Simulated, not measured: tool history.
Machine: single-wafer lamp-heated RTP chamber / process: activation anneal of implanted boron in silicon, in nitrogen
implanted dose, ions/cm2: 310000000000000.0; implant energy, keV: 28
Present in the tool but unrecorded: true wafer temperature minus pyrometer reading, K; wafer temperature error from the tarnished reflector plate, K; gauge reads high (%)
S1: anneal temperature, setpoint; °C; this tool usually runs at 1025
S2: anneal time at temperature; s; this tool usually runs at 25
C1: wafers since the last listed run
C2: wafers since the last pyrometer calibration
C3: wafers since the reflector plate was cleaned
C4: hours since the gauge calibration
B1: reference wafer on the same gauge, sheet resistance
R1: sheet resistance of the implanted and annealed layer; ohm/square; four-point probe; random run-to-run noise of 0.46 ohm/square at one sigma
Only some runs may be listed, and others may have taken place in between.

Run 1, hour 0: usual settings but S2 29 s; C1 0; C2 559; C3 4809; C4 1637.2; B1 362.32. Result: R1 304.39 ohm/square.
Run 2, hour 60.5: usual settings but S2 17 s; C1 740; C2 1300; C3 5550; C4 1697.7; B1 362.22. Result: R1 305.98 ohm/square.
Run 3, hour 112.6: usual settings but S2 17 s; C1 638; C2 1938; C3 6188; C4 1749.8; B1 362.17. Result: R1 306.13 ohm/square.
Run 4, hour 142.9: usual settings but S1 1035 °C; C1 371; C2 2309; C3 6559; C4 1780.1; B1 362.29. Result: R1 305.25 ohm/square.
At hour 184.4: reflector plate cleaned.
Run 5, hour 201.2: usual settings but S1 1035 °C; C1 616; C2 2925; C3 205; C4 1838.4; B1 362.14. Result: R1 304.15 ohm/square.
Run 6, hour 250.1: usual settings; C1 598; C2 3524; C3 804; C4 1887.3; B1 361.95. Result: R1 305.45 ohm/square.
Run 7, hour 313.5: usual settings; C1 776; C2 4300; C3 1580; C4 1950.7; B1 361.82. Result: R1 304.46 ohm/square.
Run 8, hour 360.3: usual settings; C1 573; C2 4873; C3 2154; C4 1997.5; B1 361.79. Result: R1 303.76 ohm/square.
Run 9, hour 409.8: usual settings but S1 1013 °C, S2 18 s; C1 606; C2 5479; C3 2760; C4 2047; B1 361.7. Result: R1 307.14 ohm/square.
Run 10, hour 434: usual settings but S1 1013 °C, S2 18 s; C1 296; C2 5776; C3 3056; C4 2071.2; B1 361.8. Result: R1 307.23 ohm/square.
Run 11, hour 462.9: usual settings but S1 1013 °C, S2 18 s; C1 353; C2 6130; C3 3410; C4 2100.1; B1 361.64. Result: R1 307.14 ohm/square.
At hour 513.3: pyrometer window cleaned and pyrometer calibrated.
Run 12, hour 515.2: usual settings; C1 542; C2 23; C3 3953; C4 2152.4; B1 361.72. Result: R1 304.5 ohm/square.
At hour 523.9: gauge calibrated.
Run 13, hour 539.7: usual settings; C1 300; C2 323; C3 4253; C4 15.8; B1 365.89. Result: R1 307.85 ohm/square.
Run 14, hour 638.7: usual settings but S2 32 s; C1 1212; C2 1535; C3 5465; C4 114.8; B1 365.77. Result: R1 307.8 ohm/square.
At hour 687.3: reflector plate cleaned.
Run 15, hour 701.7: usual settings but S1 997 °C, S2 21 s; C1 673; C2 2209; C3 176; C4 177.8; B1 365.57. Result: R1 315.22 ohm/square.
Run 16, hour 772.2: usual settings; C1 863; C2 3072; C3 1039; C4 248.3; B1 365.32. Result: R1 308.23 ohm/square.
Run 17, hour 829.4: usual settings but S1 1004 °C, S2 34 s; C1 700; C2 3773; C3 1740; C4 305.5; B1 365.43. Result: R1 310.23 ohm/square.
Run 18, hour 871.7: usual settings but S1 1051 °C, S2 11 s; C1 518; C2 4291; C3 2258; C4 347.8; B1 365.24. Result: R1 306.96 ohm/square.
Run 19, hour 896.7: usual settings but S1 1038 °C; C1 306; C2 4597; C3 2564; C4 372.8; B1 365.43. Result: R1 305.48 ohm/square.
Run 20, hour 936.5: usual settings but S1 1042 °C, S2 11 s; C1 487; C2 5084; C3 3051; C4 412.6; B1 365.05. Result: R1 308.28 ohm/square.
At hour 977.4: pyrometer window cleaned and pyrometer calibrated.
Run 21, hour 989.5: usual settings; C1 551; C2 148; C3 3602; C4 465.6; B1 365.03. Result: R1 307.12 ohm/square.
Run 22, hour 1056.4: usual settings; C1 819; C2 967; C3 4422; C4 532.5; B1 365.08. Result: R1 307.56 ohm/square.
Run 23, hour 1100.8: usual settings but S2 35 s; C1 543; C2 1511; C3 4966; C4 576.9; B1 364.99. Result: R1 306.6 ohm/square.
Run 24, hour 1146.8: usual settings; C1 563; C2 2074; C3 5529; C4 622.9; B1 364.78. Result: R1 307.62 ohm/square.
At hour 1174.2: reflector plate cleaned.
Run 25, hour 1205.4: usual settings but S2 17 s; C1 619; C2 2694; C3 382; C4 681.5; B1 364.78. Result: R1 308.61 ohm/square.
Run 26, hour 1252.5: usual settings but S1 1048 °C, S2 13 s; C1 576; C2 3271; C3 958; C4 728.6; B1 364.55. Result: R1 306.73 ohm/square.
Run 27, hour 1280.7: usual settings but S1 1047 °C, S2 12 s; C1 345; C2 3616; C3 1304; C4 756.8; B1 364.75. Result: R1 307.68 ohm/square.
Run 28, hour 1333.8: usual settings but S1 1015 °C, S2 35 s; C1 650; C2 4266; C3 1954; C4 809.9; B1 364.71. Result: R1 307.57 ohm/square.
Run 29, hour 1383: usual settings; C1 602; C2 4869; C3 2557; C4 859.1; B1 364.62. Result: R1 307.17 ohm/square.
At hour 1424.4: pyrometer window cleaned and pyrometer calibrated.
Run 30, hour 1449.5: usual settings but S2 34 s; C1 716; C2 307; C3 3273; C4 925.6; B1 364.6. Result: R1 306.72 ohm/square.
Run 31, hour 1480.4: usual settings but S1 1004 °C, S2 34 s; C1 378; C2 686; C3 3651; C4 956.5; B1 364.27. Result: R1 309.99 ohm/square.
Run 32, hour 1545: usual settings but S1 1050 °C, S2 16 s; C1 791; C2 1477; C3 4443; C4 1021.1; B1 364.26. Result: R1 306.45 ohm/square.
Run 33, hour 1576.2: usual settings but S1 1039 °C, S2 39 s; C1 382; C2 1859; C3 4825; C4 1052.3; B1 364.27. Result: R1 304.87 ohm/square.
Run 34, hour 1601.2: usual settings but S1 1052 °C, S2 38 s; C1 306; C2 2165; C3 5131; C4 1077.3; B1 364.17. Result: R1 303.95 ohm/square.
Run 35, hour 1653.8: usual settings but S1 1041 °C; C1 644; C2 2809; C3 5775; C4 1129.9; B1 364.33. Result: R1 304.81 ohm/square.

For each run, the measured value with the value that run would have given without the tool's hidden condition subtracted. The run-to-run variation is shared by both, the gauge scatter possibly not:
run     R1
  1  -2.17
  2  -2.26
  3  -2.32
  4  -2.35
  5  -2.42
  6  -2.49
  7  -2.57
  8  -2.62
  9  -2.71
 10  -2.74
 11  -2.77
 12  -2.82
 13  +0.67
 14  +0.55
 15  +0.48
 16  +0.38
 17  +0.31
 18  +0.26
 19  +0.22
 20  +0.18
 21  +0.11
 22  +0.02
 23  -0.03
 24  -0.08
 25  -0.15
 26  -0.21
 27  -0.26
 28  -0.32
 29  -0.38
 30  -0.46
 31  -0.51
 32  -0.57
 33  -0.61
 34  -0.64
 35  -0.71
